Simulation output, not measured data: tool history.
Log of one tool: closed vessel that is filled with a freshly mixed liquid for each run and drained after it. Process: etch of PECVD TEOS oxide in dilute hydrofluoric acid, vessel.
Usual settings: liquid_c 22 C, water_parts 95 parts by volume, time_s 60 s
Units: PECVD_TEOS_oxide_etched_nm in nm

| run | hour | liquid_c | water_parts | time_s | read-back film thickness of the PECVD TEOS oxide reference wafer, read on the same gauge (nm) | PECVD_TEOS_oxide_etched_nm |
|---|---|---|---|---|---|---|
| 1 | 0 | 22 | 70 | 60 | 70 | 19.95 |
| 2 | 17.1 | 22 | 70 | 60 | 70 | 20.02 |
| 3 | 30.5 | 22 | 95 | 60 | 69.99 | 14.42 |
| 4 | 37.4 | 22 | 95 | 60 | 70 | 14.36 |
| 5 | 50.9 | 22 | 95 | 60 | 70 | 14.4 |
| 6 | 57.4 | 22 | 95 | 60 | 70 | 14.47 |
| 7 | 69.3 | 22 | 95 | 60 | 70 | 14.37 |
| 8 | 78.7 | 22 | 95 | 60 | 70 | 14.34 |
| 9 | 87 | 22 | 135 | 45 | 70 | 7.33 |
| 10 | 102.6 | 22 | 135 | 45 | 70 | 7.32 |
|  | 117.4 | gauge calibrated |
| 11 | 119.2 | 22 | 135 | 45 | 70 | 7.34 |
| 12 | 128.9 | 22 | 95 | 70 | 70.01 | 17 |
| 13 | 139.7 | 22 | 95 | 60 | 70.01 | 14.43 |
| 14 | 149.4 | 22 | 95 | 70 | 70 | 16.93 |
|  | 157.5 | hydrofluoric acid flow meter replaced |
| 15 | 166.3 | 19.5 | 130 | 60 | 70 | 7.99 |
|  | 168.4 | thermometer replaced |
| 16 | 182.2 | 22 | 45 | 40 | 69.98 | 18.84 |
| 17 | 194.5 | 22 | 135 | 45 | 69.99 | 6.36 |
| 18 | 211 | 25 | 145 | 30 | 69.98 | 4.4 |
| 19 | 224.4 | 22 | 95 | 60 | 70.01 | 12.71 |
| 20 | 233.3 | 22 | 145 | 60 | 70 | 7.85 |
| 21 | 248.9 | 23.5 | 135 | 60 | 69.99 | 9.05 |
| 22 | 259.6 | 22 | 65 | 45 | 69.98 | 14.43 |

5 ways to go on from here, each from the tool as it stands after run 22. What would each give?
| A | 260.3 | 24.5 | 95 | 60 | ? | ? |
| B | 260.3 | 19 | 145 | 60 | ? | ? |
| C | 260.3 | 22 | 95 | 50 | ? | ? |
| D | 260.3 | 19.5 | 145 | 60 | ? | ? |
| E | 260.3 | 22 | 80 | 45 | ? | ? |

| run | read-back film thickness of the PECVD TEOS oxide reference wafer, read on the same gauge (nm) | PECVD_TEOS_oxide_etched_nm |
|---|---|---|
| A | 70 | 13.97 |
| B | 70 | 6.95 |
| C | 70 | 10.53 |
| D | 70 | 7.09 |
| E | 70 | 11.46 |
Without the tool's hidden state the same runs would have given:
| run | PECVD_TEOS_oxide_etched_nm |
|---|---|
| A | 13.75 |
| B | 6.83 |
| C | 10.36 |
| D | 6.97 |
| E | 11.28 |

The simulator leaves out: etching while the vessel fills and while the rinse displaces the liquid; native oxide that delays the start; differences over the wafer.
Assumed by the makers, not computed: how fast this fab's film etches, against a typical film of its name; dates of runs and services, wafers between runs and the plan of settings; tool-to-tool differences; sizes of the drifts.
